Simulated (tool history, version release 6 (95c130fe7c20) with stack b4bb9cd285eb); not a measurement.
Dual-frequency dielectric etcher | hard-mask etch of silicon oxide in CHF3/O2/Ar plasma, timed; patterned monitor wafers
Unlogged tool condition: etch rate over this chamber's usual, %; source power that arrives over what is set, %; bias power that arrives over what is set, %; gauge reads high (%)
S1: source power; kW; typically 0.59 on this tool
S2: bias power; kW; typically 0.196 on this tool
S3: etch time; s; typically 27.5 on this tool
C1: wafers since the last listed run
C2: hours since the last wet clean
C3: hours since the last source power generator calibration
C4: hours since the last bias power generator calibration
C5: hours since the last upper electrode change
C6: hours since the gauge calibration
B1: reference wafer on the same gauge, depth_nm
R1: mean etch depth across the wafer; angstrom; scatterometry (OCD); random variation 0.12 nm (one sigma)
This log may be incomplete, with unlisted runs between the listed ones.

{"run": 1, "day": 0.0, "S1": 0.59, "S2": 0.196, "S3": 27.5, "C1": 0, "C2": 380.4, "C3": 805.1, "C4": 2393.2, "C5": 1695.8, "C6": 826.5, "B1": 49.6, "R1": 592}
{"run": 2, "day": 3.933, "S1": 0.59, "S2": 0.196, "S3": 27.5, "C1": 858, "C2": 474.8, "C3": 899.5, "C4": 2487.6, "C5": 1790.2, "C6": 920.9, "B1": 49.6, "R1": 592}
{"run": 3, "day": 6.462, "S1": 0.59, "S2": 0.196, "S3": 27.5, "C1": 552, "C2": 535.5, "C3": 960.2, "C4": 2548.3, "C5": 1850.9, "C6": 981.6, "B1": 49.6, "R1": 594}
{"day": 10.517, "done": "wet clean of the chamber"}
{"run": 4, "day": 10.879, "S1": 0.59, "S2": 0.196, "S3": 27.5, "C1": 746, "C2": 8.7, "C3": 1066.2, "C4": 2654.3, "C5": 1956.9, "C6": 1087.6, "B1": 49.6, "R1": 592}
{"run": 5, "day": 13.15, "S1": 0.59, "S2": 0.217, "S3": 24, "C1": 495, "C2": 63.2, "C3": 1120.7, "C4": 2708.8, "C5": 2011.4, "C6": 1142.1, "B1": 49.6, "R1": 537}
{"run": 6, "day": 17.325, "S1": 0.59, "S2": 0.217, "S3": 24, "C1": 911, "C2": 163.4, "C3": 1220.9, "C4": 2809, "C5": 2111.6, "C6": 1242.3, "B1": 49.6, "R1": 538}
{"run": 7, "day": 20.442, "S1": 0.59, "S2": 0.196, "S3": 27.5, "C1": 680, "C2": 238.2, "C3": 1295.7, "C4": 2883.8, "C5": 2186.4, "C6": 1317.1, "B1": 49.6, "R1": 595}
{"run": 8, "day": 23.896, "S1": 0.59, "S2": 0.196, "S3": 27.5, "C1": 754, "C2": 321.1, "C3": 1378.6, "C4": 2966.7, "C5": 2269.3, "C6": 1400, "B1": 49.6, "R1": 596}
{"run": 9, "day": 28.217, "S1": 0.59, "S2": 0.196, "S3": 27.5, "C1": 943, "C2": 424.8, "C3": 1482.3, "C4": 3070.4, "C5": 2373, "C6": 1503.7, "B1": 49.6, "R1": 600}
{"run": 10, "day": 31.838, "S1": 0.59, "S2": 0.196, "S3": 27.5, "C1": 790, "C2": 511.7, "C3": 1569.2, "C4": 3157.3, "C5": 2459.9, "C6": 1590.6, "B1": 49.6, "R1": 597}
{"day": 32.575, "done": "source power generator calibrated"}
{"run": 11, "day": 34.967, "S1": 0.59, "S2": 0.196, "S3": 27.5, "C1": 646, "C2": 586.8, "C3": 57.4, "C4": 3232.4, "C5": 2535, "C6": 1665.7, "B1": 49.6, "R1": 591}
{"day": 35.708, "done": "bias power generator calibrated"}
{"day": 36.658, "done": "wet clean of the chamber"}
{"run": 12, "day": 38.05, "S1": 0.45, "S2": 0.173, "S3": 35, "C1": 429, "C2": 33.4, "C3": 131.4, "C4": 56.2, "C5": 2609, "C6": 1739.7, "B1": 49.6, "R1": 623}
{"day": 38.896, "done": "gauge calibrated"}
{"run": 13, "day": 41.079, "S1": 0.46, "S2": 0.179, "S3": 25.5, "C1": 661, "C2": 106.1, "C3": 204.1, "C4": 128.9, "C5": 2681.7, "C6": 52.4, "B1": 49.6, "R1": 463}
{"run": 14, "day": 45.204, "S1": 0.46, "S2": 0.171, "S3": 27.5, "C1": 900, "C2": 205.1, "C3": 303.1, "C4": 227.9, "C5": 2780.7, "C6": 151.4, "B1": 49.6, "R1": 493}
{"run": 15, "day": 47.321, "S1": 0.55, "S2": 0.243, "S3": 21.5, "C1": 462, "C2": 255.9, "C3": 353.9, "C4": 278.7, "C5": 2831.5, "C6": 202.2, "B1": 49.6, "R1": 474}
{"run": 16, "day": 50.246, "S1": 0.59, "S2": 0.196, "S3": 27.5, "C1": 638, "C2": 326.1, "C3": 424.1, "C4": 348.9, "C5": 2901.7, "C6": 272.4, "B1": 49.6, "R1": 581}
{"day": 53.983, "done": "upper electrode replaced"}
{"run": 17, "day": 54.679, "S1": 0.47, "S2": 0.196, "S3": 27.5, "C1": 749, "C2": 432.5, "C3": 530.5, "C4": 455.3, "C5": 16.7, "C6": 378.8, "B1": 49.6, "R1": 524}
{"run": 18, "day": 58.917, "S1": 0.59, "S2": 0.196, "S3": 27.5, "C1": 925, "C2": 534.2, "C3": 632.2, "C4": 557, "C5": 118.4, "C6": 480.5, "B1": 49.6, "R1": 584}
{"day": 62.562, "done": "wet clean of the chamber"}
{"run": 19, "day": 62.683, "S1": 0.45, "S2": 0.151, "S3": 31, "C1": 604, "C2": 2.9, "C3": 722.6, "C4": 647.4, "C5": 208.8, "C6": 570.9, "B1": 49.6, "R1": 529}
{"run": 20, "day": 64.75, "S1": 0.59, "S2": 0.196, "S3": 27.5, "C1": 451, "C2": 52.5, "C3": 772.2, "C4": 697, "C5": 258.4, "C6": 620.5, "B1": 49.6, "R1": 583}
{"run": 21, "day": 66.604, "S1": 0.59, "S2": 0.196, "S3": 27.5, "C1": 404, "C2": 97, "C3": 816.7, "C4": 741.5, "C5": 302.9, "C6": 665, "B1": 49.6, "R1": 585}
{"run": 22, "day": 68.721, "S1": 0.59, "S2": 0.229, "S3": 31.5, "C1": 462, "C2": 147.8, "C3": 867.5, "C4": 792.3, "C5": 353.7, "C6": 715.8, "B1": 49.6, "R1": 708}
{"run": 23, "day": 72.929, "S1": 0.54, "S2": 0.231, "S3": 20.5, "C1": 919, "C2": 248.8, "C3": 968.5, "C4": 893.3, "C5": 454.7, "C6": 816.8, "B1": 49.6, "R1": 443}

Branching from run 23: 4 alternative next runs. What would each branch give?
{"run": "A", "day": 72.946, "S1": 0.49, "S2": 0.196, "S3": 27.5, "C1": 3, "C2": 249.2, "C3": 968.9, "C4": 893.7, "C5": 455.1, "C6": 817.2, "B1": "?", "R1": "?"}
{"run": "B", "day": 72.946, "S1": 0.5, "S2": 0.196, "S3": 27.5, "C1": 3, "C2": 249.2, "C3": 968.9, "C4": 893.7, "C5": 455.1, "C6": 817.2, "B1": "?", "R1": "?"}
{"run": "C", "day": 72.946, "S1": 0.74, "S2": 0.196, "S3": 20, "C1": 3, "C2": 249.2, "C3": 968.9, "C4": 893.7, "C5": 455.1, "C6": 817.2, "B1": "?", "R1": "?"}
{"run": "D", "day": 72.946, "S1": 0.53, "S2": 0.173, "S3": 34.5, "C1": 3, "C2": 249.2, "C3": 968.9, "C4": 893.7, "C5": 455.1, "C6": 817.2, "B1": "?", "R1": "?"}

run=A B1=49.6 R1=533
run=B B1=49.6 R1=538
run=C B1=49.6 R1=467
run=D B1=49.6 R1=664
What these runs would have given with no unlogged condition in the tool:
run=A R1=531
run=B R1=536
run=C R1=465
run=D R1=661
